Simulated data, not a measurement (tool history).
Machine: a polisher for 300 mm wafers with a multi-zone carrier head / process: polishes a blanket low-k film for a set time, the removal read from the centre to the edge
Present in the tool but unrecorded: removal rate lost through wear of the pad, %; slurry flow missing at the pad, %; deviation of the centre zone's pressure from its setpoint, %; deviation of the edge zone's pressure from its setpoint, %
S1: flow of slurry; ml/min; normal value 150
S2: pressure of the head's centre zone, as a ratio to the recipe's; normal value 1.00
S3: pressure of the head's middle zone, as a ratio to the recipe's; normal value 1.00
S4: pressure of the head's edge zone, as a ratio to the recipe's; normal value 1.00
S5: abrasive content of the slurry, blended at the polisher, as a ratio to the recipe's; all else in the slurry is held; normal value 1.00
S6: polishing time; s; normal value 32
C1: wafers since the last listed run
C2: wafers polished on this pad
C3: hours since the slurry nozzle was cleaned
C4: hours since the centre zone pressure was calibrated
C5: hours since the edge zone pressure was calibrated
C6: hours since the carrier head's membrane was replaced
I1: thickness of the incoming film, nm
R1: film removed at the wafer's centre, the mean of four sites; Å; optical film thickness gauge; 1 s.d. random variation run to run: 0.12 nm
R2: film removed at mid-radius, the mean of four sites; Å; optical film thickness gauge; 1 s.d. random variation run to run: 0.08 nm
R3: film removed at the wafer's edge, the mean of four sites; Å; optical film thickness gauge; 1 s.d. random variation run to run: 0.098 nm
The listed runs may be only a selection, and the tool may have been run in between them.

run 1 hour=0.0 | S1=150 S2=1.00 S3=1.00 S4=1.00 S5=1.00 S6=32 | C1=0 C2=861 C3=300.1 C4=577.3 C5=1038.5 C6=11.3 | I1=610.0 | R1=118 R2=114 R3=116
run 2 hour=14.9 | S1=150 S2=1.00 S3=1.00 S4=1.00 S5=1.00 S6=32 | C1=129 C2=991 C3=315.0 C4=592.2 C5=1053.4 C6=26.2 | I1=614.4 | R1=115 R2=113 R3=115
run 3 hour=28.1 | S1=150 S2=1.00 S3=1.00 S4=1.00 S5=1.00 S6=32 | C1=114 C2=1105 C3=328.2 C4=605.4 C5=1066.6 C6=39.4 | I1=603.8 | R1=115 R2=111 R3=113
-- hour=56.0 worn pad replaced by a new one
run 4 hour=56.5 | S1=150 S2=1.00 S3=1.00 S4=1.00 S5=1.00 S6=32 | C1=212 C2=3 C3=356.6 C4=633.8 C5=1095.0 C6=67.8 | I1=620.4 | R1=128 R2=121 R3=122
run 5 hour=75.5 | S1=150 S2=1.00 S3=1.00 S4=1.00 S5=1.00 S6=32 | C1=165 C2=169 C3=375.6 C4=652.8 C5=1114.0 C6=86.8 | I1=610.4 | R1=126 R2=118 R3=120
run 6 hour=93.9 | S1=150 S2=1.00 S3=1.00 S4=1.00 S5=1.00 S6=32 | C1=160 C2=329 C3=394.0 C4=671.2 C5=1132.4 C6=105.2 | I1=600.8 | R1=126 R2=117 R3=119
run 7 hour=126.1 | S1=150 S2=1.00 S3=1.00 S4=1.00 S5=1.00 S6=40 | C1=280 C2=609 C3=426.2 C4=703.4 C5=1164.6 C6=137.4 | I1=603.3 | R1=150 R2=145 R3=145
run 8 hour=146.0 | S1=170 S2=1.00 S3=1.08 S4=1.00 S5=1.20 S6=32 | C1=173 C2=782 C3=446.1 C4=723.3 C5=1184.5 C6=157.3 | I1=604.9 | R1=133 R2=132 R3=126
run 9 hour=181.8 | S1=150 S2=1.06 S3=1.00 S4=1.00 S5=0.80 S6=32 | C1=311 C2=1094 C3=481.9 C4=759.1 C5=1220.3 C6=193.1 | I1=596.8 | R1=112 R2=102 R3=103
-- hour=186.2 edge zone pressure recalibrated
run 10 hour=201.7 | S1=150 S2=1.00 S3=1.00 S4=1.00 S5=1.00 S6=32 | C1=155 C2=1249 C3=501.8 C4=779.0 C5=15.5 C6=213.0 | I1=613.9 | R1=115 R2=110 R3=110
run 11 hour=226.7 | S1=150 S2=1.00 S3=1.00 S4=1.00 S5=1.00 S6=32 | C1=217 C2=1467 C3=526.8 C4=804.0 C5=40.5 C6=238.0 | I1=603.4 | R1=114 R2=109 R3=111
-- hour=240.3 worn pad replaced by a new one
run 12 hour=256.4 | S1=150 S2=1.00 S3=1.00 S4=1.00 S5=1.00 S6=32 | C1=223 C2=140 C3=556.5 C4=833.7 C5=70.2 C6=267.7 | I1=598.7 | R1=125 R2=118 R3=121
run 13 hour=282.6 | S1=150 S2=1.00 S3=1.00 S4=1.06 S5=1.00 S6=32 | C1=227 C2=368 C3=582.7 C4=859.9 C5=96.4 C6=293.9 | I1=610.7 | R1=125 R2=117 R3=120
-- hour=296.9 slurry nozzle cleaned
-- hour=315.2 centre zone pressure recalibrated
run 14 hour=315.7 | S1=125 S2=1.00 S3=1.00 S4=0.92 S5=1.00 S6=28 | C1=261 C2=629 C3=18.8 C4=0.5 C5=129.5 C6=327.0 | I1=622.0 | R1=94 R2=99 R3=96
run 15 hour=336.9 | S1=100 S2=1.00 S3=1.00 S4=1.00 S5=1.00 S6=27 | C1=184 C2=814 C3=40.0 C4=21.7 C5=150.7 C6=348.2 | I1=600.3 | R1=86 R2=91 R3=94
run 16 hour=359.5 | S1=100 S2=1.00 S3=1.00 S4=1.00 S5=1.00 S6=24 | C1=196 C2=1011 C3=62.6 C4=44.3 C5=173.3 C6=370.8 | I1=606.6 | R1=77 R2=79 R3=81
run 17 hour=390.8 | S1=150 S2=1.00 S3=1.05 S4=1.00 S5=1.00 S6=26 | C1=272 C2=1283 C3=93.9 C4=75.6 C5=204.6 C6=402.1 | I1=617.8 | R1=87 R2=93 R3=90
-- hour=409.3 worn pad replaced by a new one
run 18 hour=451.2 | S1=195 S2=0.94 S3=1.00 S4=0.95 S5=1.20 S6=32 | C1=490 C2=364 C3=154.3 C4=136.0 C5=265.0 C6=462.5 | I1=601.0 | R1=124 R2=132 R3=127
run 19 hour=486.3 | S1=105 S2=1.00 S3=1.00 S4=1.00 S5=0.75 S6=26 | C1=305 C2=669 C3=189.4 C4=171.1 C5=300.1 C6=497.6 | I1=607.3 | R1=75 R2=78 R3=80
run 20 hour=509.9 | S1=150 S2=1.00 S3=1.00 S4=1.00 S5=1.00 S6=32 | C1=205 C2=875 C3=213.0 C4=194.7 C5=323.7 C6=521.2 | I1=609.0 | R1=114 R2=114 R3=114
run 21 hour=522.1 | S1=125 S2=1.00 S3=1.00 S4=1.00 S5=1.00 S6=32 | C1=106 C2=981 C3=225.2 C4=206.9 C5=335.9 C6=533.4 | I1=617.2 | R1=109 R2=110 R3=112
run 22 hour=534.3 | S1=150 S2=0.93 S3=1.00 S4=1.00 S5=1.00 S6=32 | C1=106 C2=1087 C3=237.4 C4=219.1 C5=348.1 C6=545.6 | I1=599.4 | R1=103 R2=112 R3=114

Branching from run 22: 4 alternative next runs. What would each branch give?
run A hour=534.7 | S1=150 S2=0.90 S3=1.00 S4=1.00 S5=1.00 S6=32 | C1=3 C2=1090 C3=237.8 C4=219.5 C5=348.5 C6=546.0 | I1=608.2 | R1=? R2=? R3=?
run B hour=534.7 | S1=170 S2=1.00 S3=1.00 S4=1.00 S5=1.00 S6=32 | C1=3 C2=1090 C3=237.8 C4=219.5 C5=348.5 C6=546.0 | I1=608.2 | R1=? R2=? R3=?
run C hour=534.7 | S1=150 S2=1.00 S3=1.00 S4=1.00 S5=1.00 S6=26 | C1=3 C2=1090 C3=237.8 C4=219.5 C5=348.5 C6=546.0 | I1=608.2 | R1=? R2=? R3=?
run D hour=534.7 | S1=150 S2=1.00 S3=1.00 S4=0.96 S5=1.00 S6=38 | C1=3 C2=1090 C3=237.8 C4=219.5 C5=348.5 C6=546.0 | I1=608.2 | R1=? R2=? R3=?

run=A R1=102 R2=110 R3=113
run=B R1=114 R2=112 R3=114
run=C R1=91 R2=90 R3=92
run=D R1=133 R2=131 R3=132
With the hidden condition removed and each run's random variation left untouched, the same runs would have given:
run=A R1=111 R2=120 R3=123
run=B R1=124 R2=122 R3=125
run=C R1=99 R2=98 R3=100
run=D R1=145 R2=143 R3=145
